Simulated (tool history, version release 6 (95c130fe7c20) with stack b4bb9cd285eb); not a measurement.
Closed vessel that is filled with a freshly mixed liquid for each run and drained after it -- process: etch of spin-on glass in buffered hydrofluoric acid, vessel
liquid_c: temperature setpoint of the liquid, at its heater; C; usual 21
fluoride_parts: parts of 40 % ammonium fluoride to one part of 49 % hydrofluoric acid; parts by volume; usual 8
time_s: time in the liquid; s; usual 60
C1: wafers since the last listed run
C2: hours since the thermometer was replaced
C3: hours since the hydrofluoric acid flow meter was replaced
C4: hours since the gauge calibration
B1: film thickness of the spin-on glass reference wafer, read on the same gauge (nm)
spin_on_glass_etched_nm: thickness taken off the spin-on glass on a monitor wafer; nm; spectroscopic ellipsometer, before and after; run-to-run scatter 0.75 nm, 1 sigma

{"run": 1, "day": 0.0, "liquid_c": 21, "fluoride_parts": 8, "time_s": 60, "C1": 0, "C2": 914.9, "C3": 548.8, "C4": 626.8, "B1": 150, "spin_on_glass_etched_nm": 116.77}
{"day": 0.212, "done": "hydrofluoric acid flow meter replaced"}
{"run": 2, "day": 0.846, "liquid_c": 21, "fluoride_parts": 8, "time_s": 60, "C1": 2026, "C2": 935.2, "C3": 15.2, "C4": 647.1, "B1": 149.99, "spin_on_glass_etched_nm": 124.59}
{"run": 3, "day": 1.762, "liquid_c": 21, "fluoride_parts": 8, "time_s": 60, "C1": 2310, "C2": 957.2, "C3": 37.2, "C4": 669.1, "B1": 149.98, "spin_on_glass_etched_nm": 123.2}
{"run": 4, "day": 3.088, "liquid_c": 21, "fluoride_parts": 8, "time_s": 35, "C1": 3339, "C2": 989, "C3": 69, "C4": 700.9, "B1": 149.99, "spin_on_glass_etched_nm": 71.81}
{"run": 5, "day": 6.6, "liquid_c": 21, "fluoride_parts": 8, "time_s": 35, "C1": 8852, "C2": 1073.3, "C3": 153.3, "C4": 785.2, "B1": 150.02, "spin_on_glass_etched_nm": 70.36}
{"run": 6, "day": 7.171, "liquid_c": 21, "fluoride_parts": 8, "time_s": 35, "C1": 1438, "C2": 1087, "C3": 167, "C4": 798.9, "B1": 150, "spin_on_glass_etched_nm": 70.68}
{"run": 7, "day": 8.367, "liquid_c": 21, "fluoride_parts": 8, "time_s": 60, "C1": 3013, "C2": 1115.7, "C3": 195.7, "C4": 827.6, "B1": 150.01, "spin_on_glass_etched_nm": 119.13}
{"run": 8, "day": 9.212, "liquid_c": 21, "fluoride_parts": 8, "time_s": 60, "C1": 2131, "C2": 1136, "C3": 216, "C4": 847.9, "B1": 150, "spin_on_glass_etched_nm": 118.89}
{"run": 9, "day": 9.754, "liquid_c": 21, "fluoride_parts": 8, "time_s": 60, "C1": 1365, "C2": 1149, "C3": 229, "C4": 860.9, "B1": 150.02, "spin_on_glass_etched_nm": 119}
{"day": 12.075, "done": "gauge calibrated"}
{"run": 10, "day": 14.029, "liquid_c": 21, "fluoride_parts": 8, "time_s": 60, "C1": 10773, "C2": 1251.6, "C3": 331.6, "C4": 46.9, "B1": 150, "spin_on_glass_etched_nm": 116.61}
{"run": 11, "day": 15.188, "liquid_c": 21, "fluoride_parts": 8, "time_s": 60, "C1": 2919, "C2": 1279.4, "C3": 359.4, "C4": 74.7, "B1": 149.99, "spin_on_glass_etched_nm": 117.66}
{"run": 12, "day": 16.075, "liquid_c": 21, "fluoride_parts": 8, "time_s": 60, "C1": 2236, "C2": 1300.7, "C3": 380.7, "C4": 96, "B1": 150.01, "spin_on_glass_etched_nm": 116.19}
{"run": 13, "day": 17.262, "liquid_c": 21, "fluoride_parts": 8, "time_s": 60, "C1": 2992, "C2": 1329.2, "C3": 409.2, "C4": 124.5, "B1": 150.01, "spin_on_glass_etched_nm": 116.24}
{"run": 14, "day": 18.492, "liquid_c": 21, "fluoride_parts": 8, "time_s": 60, "C1": 3097, "C2": 1358.7, "C3": 438.7, "C4": 154, "B1": 150.02, "spin_on_glass_etched_nm": 113.85}
{"run": 15, "day": 19.967, "liquid_c": 21, "fluoride_parts": 8, "time_s": 60, "C1": 3717, "C2": 1394.1, "C3": 474.1, "C4": 189.4, "B1": 150.01, "spin_on_glass_etched_nm": 115.17}
{"run": 16, "day": 20.862, "liquid_c": 21, "fluoride_parts": 6.5, "time_s": 30, "C1": 2257, "C2": 1415.6, "C3": 495.6, "C4": 210.9, "B1": 150.01, "spin_on_glass_etched_nm": 70.83}
{"run": 17, "day": 22.192, "liquid_c": 25, "fluoride_parts": 10, "time_s": 90, "C1": 3349, "C2": 1447.5, "C3": 527.5, "C4": 242.8, "B1": 149.99, "spin_on_glass_etched_nm": 175.61}
{"run": 18, "day": 23.554, "liquid_c": 21, "fluoride_parts": 8, "time_s": 60, "C1": 3433, "C2": 1480.2, "C3": 560.2, "C4": 275.5, "B1": 150.01, "spin_on_glass_etched_nm": 111.43}
{"run": 19, "day": 24.208, "liquid_c": 21, "fluoride_parts": 8, "time_s": 60, "C1": 1648, "C2": 1495.9, "C3": 575.9, "C4": 291.2, "B1": 149.99, "spin_on_glass_etched_nm": 111.66}
{"run": 20, "day": 24.821, "liquid_c": 21, "fluoride_parts": 8, "time_s": 75, "C1": 1543, "C2": 1510.6, "C3": 590.6, "C4": 305.9, "B1": 150.01, "spin_on_glass_etched_nm": 138.67}
{"run": 21, "day": 25.525, "liquid_c": 21, "fluoride_parts": 8, "time_s": 60, "C1": 1774, "C2": 1527.5, "C3": 607.5, "C4": 322.8, "B1": 149.99, "spin_on_glass_etched_nm": 112.01}
{"day": 25.612, "done": "thermometer replaced"}
{"day": 26.175, "done": "hydrofluoric acid flow meter replaced"}
{"run": 22, "day": 26.946, "liquid_c": 17.5, "fluoride_parts": 6, "time_s": 90, "C1": 3370, "C2": 32, "C3": 18.5, "C4": 356.9, "B1": 150, "spin_on_glass_etched_nm": 215.96}
{"run": 23, "day": 28.042, "liquid_c": 17, "fluoride_parts": 6, "time_s": 35, "C1": 2761, "C2": 58.3, "C3": 44.8, "C4": 383.2, "B1": 150, "spin_on_glass_etched_nm": 80.03}
{"run": 24, "day": 29.225, "liquid_c": 21, "fluoride_parts": 8, "time_s": 50, "C1": 2982, "C2": 86.7, "C3": 73.2, "C4": 411.6, "B1": 150.01, "spin_on_glass_etched_nm": 109.73}
{"run": 25, "day": 30.321, "liquid_c": 17, "fluoride_parts": 10, "time_s": 30, "C1": 2761, "C2": 113, "C3": 99.5, "C4": 437.9, "B1": 149.99, "spin_on_glass_etched_nm": 43.17}
{"run": 26, "day": 31.267, "liquid_c": 21, "fluoride_parts": 8, "time_s": 60, "C1": 2383, "C2": 135.7, "C3": 122.2, "C4": 460.6, "B1": 149.99, "spin_on_glass_etched_nm": 129.36}

Run 27, settings as shown, results not yet in. Your forecast:
{"run": 27, "day": 31.896, "liquid_c": 21, "fluoride_parts": 8, "time_s": 90, "C1": 1585, "C2": 150.8, "C3": 137.3, "C4": 475.7, "B1": "?", "spin_on_glass_etched_nm": "?"}

B1: 149.98
spin_on_glass_etched_nm: 193.85 nm
With no hidden state in the tool, this same run would have given spin_on_glass_etched_nm 200 nm.
